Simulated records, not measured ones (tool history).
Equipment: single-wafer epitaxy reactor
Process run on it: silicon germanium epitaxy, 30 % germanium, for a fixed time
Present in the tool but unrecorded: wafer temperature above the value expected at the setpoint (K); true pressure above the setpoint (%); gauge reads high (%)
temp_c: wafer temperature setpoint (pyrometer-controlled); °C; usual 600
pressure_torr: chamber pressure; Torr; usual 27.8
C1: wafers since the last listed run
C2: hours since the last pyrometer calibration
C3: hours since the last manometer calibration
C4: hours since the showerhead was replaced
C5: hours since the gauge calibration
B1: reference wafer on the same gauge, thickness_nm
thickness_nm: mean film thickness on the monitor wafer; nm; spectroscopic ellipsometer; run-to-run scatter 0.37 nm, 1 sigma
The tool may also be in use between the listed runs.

run 1 hour=0.0 | temp_c=600 pressure_torr=33.3 | C1=0 C2=1644.1 C3=1142.0 C4=2693.7 C5=178.8 | B1=71.640 | thickness_nm=82.580
run 2 hour=28.2 | temp_c=600 pressure_torr=33.3 | C1=501 C2=1672.3 C3=1170.2 C4=2721.9 C5=207.0 | B1=71.631 | thickness_nm=83.438
run 3 hour=48.6 | temp_c=600 pressure_torr=27.8 | C1=363 C2=1692.7 C3=1190.6 C4=2742.3 C5=227.4 | B1=71.602 | thickness_nm=75.620
run 4 hour=70.0 | temp_c=600 pressure_torr=27.8 | C1=380 C2=1714.1 C3=1212.0 C4=2763.7 C5=248.8 | B1=71.702 | thickness_nm=75.007
run 5 hour=83.3 | temp_c=600 pressure_torr=27.8 | C1=236 C2=1727.4 C3=1225.3 C4=2777.0 C5=262.1 | B1=71.722 | thickness_nm=75.740
run 6 hour=115.1 | temp_c=606 pressure_torr=27.8 | C1=565 C2=1759.2 C3=1257.1 C4=2808.8 C5=293.9 | B1=71.745 | thickness_nm=85.212
run 7 hour=147.1 | temp_c=606 pressure_torr=27.8 | C1=569 C2=1791.2 C3=1289.1 C4=2840.8 C5=325.9 | B1=71.633 | thickness_nm=84.963
run 8 hour=172.9 | temp_c=606 pressure_torr=27.8 | C1=459 C2=1817.0 C3=1314.9 C4=2866.6 C5=351.7 | B1=71.801 | thickness_nm=85.217
run 9 hour=205.1 | temp_c=600 pressure_torr=30.4 | C1=573 C2=1849.2 C3=1347.1 C4=2898.8 C5=383.9 | B1=71.657 | thickness_nm=78.577
run 10 hour=229.3 | temp_c=600 pressure_torr=30.4 | C1=430 C2=1873.4 C3=1371.3 C4=2923.0 C5=408.1 | B1=71.807 | thickness_nm=78.045
run 11 hour=242.7 | temp_c=600 pressure_torr=23.7 | C1=238 C2=1886.8 C3=1384.7 C4=2936.4 C5=421.5 | B1=71.677 | thickness_nm=69.276
run 12 hour=267.7 | temp_c=600 pressure_torr=23.7 | C1=444 C2=1911.8 C3=1409.7 C4=2961.4 C5=446.5 | B1=71.730 | thickness_nm=69.662
run 13 hour=301.7 | temp_c=615 pressure_torr=32.3 | C1=605 C2=1945.8 C3=1443.7 C4=2995.4 C5=480.5 | B1=71.667 | thickness_nm=109.488
-- hour=323.4 pyrometer calibrated
run 14 hour=323.9 | temp_c=600 pressure_torr=27.8 | C1=252 C2=0.5 C3=1465.9 C4=3017.6 C5=502.7 | B1=71.641 | thickness_nm=75.308
run 15 hour=347.0 | temp_c=589 pressure_torr=26.0 | C1=411 C2=23.6 C3=1489.0 C4=3040.7 C5=525.8 | B1=71.801 | thickness_nm=57.519
-- hour=360.3 capacitance manometer re-zeroed and calibrated
run 16 hour=381.0 | temp_c=596 pressure_torr=27.8 | C1=462 C2=57.6 C3=20.7 C4=3074.7 C5=559.8 | B1=71.684 | thickness_nm=74.017
-- hour=395.5 showerhead replaced
run 17 hour=396.2 | temp_c=613 pressure_torr=27.8 | C1=128 C2=72.8 C3=35.9 C4=0.7 C5=575.0 | B1=71.750 | thickness_nm=105.855
run 18 hour=430.9 | temp_c=606 pressure_torr=25.7 | C1=617 C2=107.5 C3=70.6 C4=35.4 C5=609.7 | B1=71.674 | thickness_nm=87.859
run 19 hour=444.9 | temp_c=592 pressure_torr=31.5 | C1=249 C2=121.5 C3=84.6 C4=49.4 C5=623.7 | B1=71.612 | thickness_nm=72.496
-- hour=470.2 gauge calibrated
run 20 hour=471.6 | temp_c=600 pressure_torr=27.8 | C1=475 C2=148.2 C3=111.3 C4=76.1 C5=1.4 | B1=71.708 | thickness_nm=81.133
run 21 hour=493.4 | temp_c=609 pressure_torr=33.9 | C1=387 C2=170.0 C3=133.1 C4=97.9 C5=23.2 | B1=71.752 | thickness_nm=107.789
run 22 hour=510.8 | temp_c=609 pressure_torr=24.7 | C1=309 C2=187.4 C3=150.5 C4=115.3 C5=40.6 | B1=71.694 | thickness_nm=92.125
run 23 hour=542.8 | temp_c=612 pressure_torr=27.8 | C1=569 C2=219.4 C3=182.5 C4=147.3 C5=72.6 | B1=71.662 | thickness_nm=103.379
run 24 hour=567.3 | temp_c=600 pressure_torr=27.8 | C1=435 C2=243.9 C3=207.0 C4=171.8 C5=97.1 | B1=71.735 | thickness_nm=80.392
run 25 hour=586.9 | temp_c=600 pressure_torr=34.2 | C1=348 C2=263.5 C3=226.6 C4=191.4 C5=116.7 | B1=71.685 | thickness_nm=90.348
run 26 hour=600.1 | temp_c=605 pressure_torr=22.6 | C1=234 C2=276.7 C3=239.8 C4=204.6 C5=129.9 | B1=71.620 | thickness_nm=81.322
-- hour=623.9 capacitance manometer re-zeroed and calibrated, repeated, since the last time left the tool worse
run 27 hour=624.4 | temp_c=600 pressure_torr=27.8 | C1=290 C2=301.0 C3=0.5 C4=228.9 C5=154.2 | B1=71.742 | thickness_nm=76.636
run 28 hour=639.6 | temp_c=605 pressure_torr=34.3 | C1=270 C2=316.2 C3=15.7 C4=244.1 C5=169.4 | B1=71.688 | thickness_nm=94.060
run 29 hour=661.8 | temp_c=612 pressure_torr=34.1 | C1=395 C2=338.4 C3=37.9 C4=266.3 C5=191.6 | B1=71.611 | thickness_nm=109.201
run 30 hour=677.8 | temp_c=600 pressure_torr=33.7 | C1=284 C2=354.4 C3=53.9 C4=282.3 C5=207.6 | B1=71.724 | thickness_nm=84.251
run 31 hour=705.3 | temp_c=606 pressure_torr=27.8 | C1=489 C2=381.9 C3=81.4 C4=309.8 C5=235.1 | B1=71.749 | thickness_nm=86.456
run 32 hour=737.6 | temp_c=600 pressure_torr=27.8 | C1=574 C2=414.2 C3=113.7 C4=342.1 C5=267.4 | B1=71.719 | thickness_nm=76.722
run 33 hour=758.1 | temp_c=596 pressure_torr=22.1 | C1=364 C2=434.7 C3=134.2 C4=362.6 C5=287.9 | B1=71.737 | thickness_nm=63.174
run 34 hour=778.8 | temp_c=600 pressure_torr=24.9 | C1=368 C2=455.4 C3=154.9 C4=383.3 C5=308.6 | B1=71.707 | thickness_nm=72.831
run 35 hour=872.9 | temp_c=600 pressure_torr=27.8 | C1=1674 C2=549.5 C3=249.0 C4=477.4 C5=402.7 | B1=71.783 | thickness_nm=76.118

The same runs without the tool's hidden state, with the same run-to-run variation:
run=1 thickness_nm=83.827
run=2 thickness_nm=84.766
run=3 thickness_nm=76.870
run=4 thickness_nm=76.295
run=5 thickness_nm=77.072
run=6 thickness_nm=86.795
run=7 thickness_nm=86.629
run=8 thickness_nm=86.961
run=9 thickness_nm=80.272
run=10 thickness_nm=79.794
run=11 thickness_nm=70.861
run=12 thickness_nm=71.319
run=13 thickness_nm=112.229
run=14 thickness_nm=77.256
run=15 thickness_nm=59.059
run=16 thickness_nm=70.439
run=17 thickness_nm=100.739
run=18 thickness_nm=83.617
run=19 thickness_nm=68.997
run=20 thickness_nm=77.222
run=21 thickness_nm=102.598
run=22 thickness_nm=87.693
run=23 thickness_nm=98.416
run=24 thickness_nm=76.541
run=25 thickness_nm=86.027
run=26 thickness_nm=77.438
run=27 thickness_nm=76.776
run=28 thickness_nm=94.233
run=29 thickness_nm=109.403
run=30 thickness_nm=84.409
run=31 thickness_nm=86.621
run=32 thickness_nm=76.875
run=33 thickness_nm=63.304
run=34 thickness_nm=72.986
run=35 thickness_nm=76.314
